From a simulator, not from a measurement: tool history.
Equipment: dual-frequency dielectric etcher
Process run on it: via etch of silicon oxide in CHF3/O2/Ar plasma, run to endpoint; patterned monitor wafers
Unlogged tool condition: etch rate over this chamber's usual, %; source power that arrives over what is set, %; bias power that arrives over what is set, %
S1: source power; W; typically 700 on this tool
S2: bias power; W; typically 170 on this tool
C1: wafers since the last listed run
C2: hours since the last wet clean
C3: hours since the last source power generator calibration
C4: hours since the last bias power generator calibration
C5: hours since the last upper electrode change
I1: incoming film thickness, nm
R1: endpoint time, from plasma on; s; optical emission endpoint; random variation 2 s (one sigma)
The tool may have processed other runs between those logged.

run   hour   S1   S2   C1     C2      C3      C4      C5     I1     R1
  1    0.0  700  170    0  205.4  1890.7  4352.7  4733.4  711.0  314.8
  2   11.4  700  170   64  216.8  1902.1  4364.1  4744.8  706.8  312.0
  3   24.6  700  138   74  230.0  1915.3  4377.3  4758.0  703.0  329.5
  4   40.5  700  170   90  245.9  1931.2  4393.2  4773.9  706.8  314.4
  5   48.8  700  170   47  254.2  1939.5  4401.5  4782.2  704.1  310.1
  6   89.3  700  170  229  294.7  1980.0  4442.0  4822.7  707.6  313.6
  7  103.5  700  170   80  308.9  1994.2  4456.2  4836.9  709.7  315.9
  8  117.2  700  170   77  322.6  2007.9  4469.9  4850.6  702.2  312.0
  9  130.0  610  139   72  335.4  2020.7  4482.7  4863.4  708.5  343.0
 10  139.3  610  139   52  344.7  2030.0  4492.0  4872.7  706.9  342.5
 11  156.1  610  139   95  361.5  2046.8  4508.8  4889.5  710.9  348.5
 12  174.0  700  170  101  379.4  2064.7  4526.7  4907.4  702.4  310.4
     191.7  -- bias power generator calibrated
 13  192.2  700  170   80  397.6  2082.9     0.5  4925.6  708.1  314.2
 14  203.5  700  170   64  408.9  2094.2    11.8  4936.9  709.0  313.7
 15  211.6  740  170   45  417.0  2102.3    19.9  4945.0  706.5  309.1
 16  229.0  700  170   98  434.4  2119.7    37.3  4962.4  711.4  316.2
 17  241.2  700  170   69  446.6  2131.9    49.5  4974.6  700.3  309.8
 18  253.6  700  170   70  459.0  2144.3    61.9  4987.0  710.1  314.1
 19  262.1  850  204   48  467.5  2152.8    70.4  4995.5  707.8  281.6
 20  279.2  570  202   96  484.6  2169.9    87.5  5012.6  710.5  317.8
     305.6  -- wet clean of the chamber
     327.5  -- upper electrode replaced
 21  328.0  700  170   16   22.4  2218.7   136.3     0.5  706.8  311.4
 22  328.4  700  200    2   22.8  2219.1   136.7     0.9  700.7  297.0
 23  328.8  700  170    2   23.2  2219.5   137.1     1.3  705.2  310.2
 24  352.9  700  170  136   47.3  2243.6   161.2    25.4  709.3  314.5
     360.3  -- source power generator calibrated
 25  364.1  880  140   40   58.5     3.8   172.4    36.6  706.6  304.9
 26  381.0  770  157   95   75.4    20.7   189.3    53.5  702.4  308.2
 27  387.7  770  170   37   82.1    27.4   196.0    60.2  706.9  306.9
 28  395.0  590  158   41   89.4    34.7   203.3    67.5  711.3  342.2
 29  401.1  700  170   34   95.5    40.8   209.4    73.6  708.4  313.2
 30  410.3  790  191   52  104.7    50.0   218.6    82.8  710.4  294.7
 31  422.6  640  141   69  117.0    62.3   230.9    95.1  698.6  332.2
 32  434.3  700  170   66  128.7    74.0   242.6   106.8  714.5  319.4
 33  441.1  700  170   38  135.5    80.8   249.4   113.6  713.8  312.3
 34  458.0  860  208   95  152.4    97.7   266.3   130.5  704.7  274.5
 35  471.5  700  148   76  165.9   111.2   279.8   144.0  711.9  328.5

What was the tool's hidden state at every run in the log?
etch rate over this chamber's usual, %: 0 on each run
source power that arrives over what is set, %: 0 on each run
bias power that arrives over what is set, %: 0 on each run

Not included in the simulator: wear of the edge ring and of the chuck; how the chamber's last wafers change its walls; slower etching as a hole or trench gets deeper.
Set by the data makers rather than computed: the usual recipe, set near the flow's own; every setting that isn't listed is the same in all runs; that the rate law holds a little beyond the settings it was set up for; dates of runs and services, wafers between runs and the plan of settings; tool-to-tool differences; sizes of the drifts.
